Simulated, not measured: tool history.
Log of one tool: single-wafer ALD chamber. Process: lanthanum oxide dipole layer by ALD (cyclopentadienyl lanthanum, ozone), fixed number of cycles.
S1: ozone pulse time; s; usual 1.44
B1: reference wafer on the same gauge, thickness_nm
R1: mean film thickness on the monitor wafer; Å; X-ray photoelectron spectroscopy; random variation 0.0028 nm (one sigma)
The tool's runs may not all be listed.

run,day,S1,B1,R1
1,0.000,1.24,0.535,4.67
2,4.242,1.44,0.536,4.70
3,7.629,1.44,0.536,4.77
4,10.042,1.44,0.535,4.75
5,13.579,1.44,0.534,4.75
6,16.471,1.44,0.536,4.74
7,19.438,1.44,0.535,4.71
8,21.608,1.44,0.536,4.67
9,24.617,1.44,0.535,4.72
# day 26.750: showerhead replaced
10,26.896,1.44,0.534,4.67
# day 27.400: gauge calibrated
11,29.450,1.44,0.534,4.72
12,32.725,1.80,0.535,4.87
13,37.058,1.44,0.536,4.73
14,39.171,0.95,0.535,4.29
# day 41.250: thermocouple changed; heater temperature recalibrated
15,41.517,1.44,0.534,4.67
16,44.308,1.44,0.535,4.69
17,48.667,0.90,0.535,4.27
# day 51.050: ozone generator serviced
18,51.142,1.65,0.536,4.91
19,55.404,1.64,0.535,4.84
20,58.254,1.62,0.536,4.87
21,60.062,1.09,0.536,4.53
22,64.546,1.44,0.537,4.72
23,68.712,1.68,0.536,4.80

4 ways to go on from here, each from the tool as it stands after run 23. What would each give?
A,68.729,1.44,?,?
B,68.729,1.17,?,?
C,68.729,1.18,?,?
D,68.729,0.97,?,?

run,B1,R1
A,0.535,4.76
B,0.535,4.58
C,0.535,4.59
D,0.535,4.40
Without the tool's hidden state the same runs would have given:
run,R1
A,4.85
B,4.70
C,4.70
D,4.53
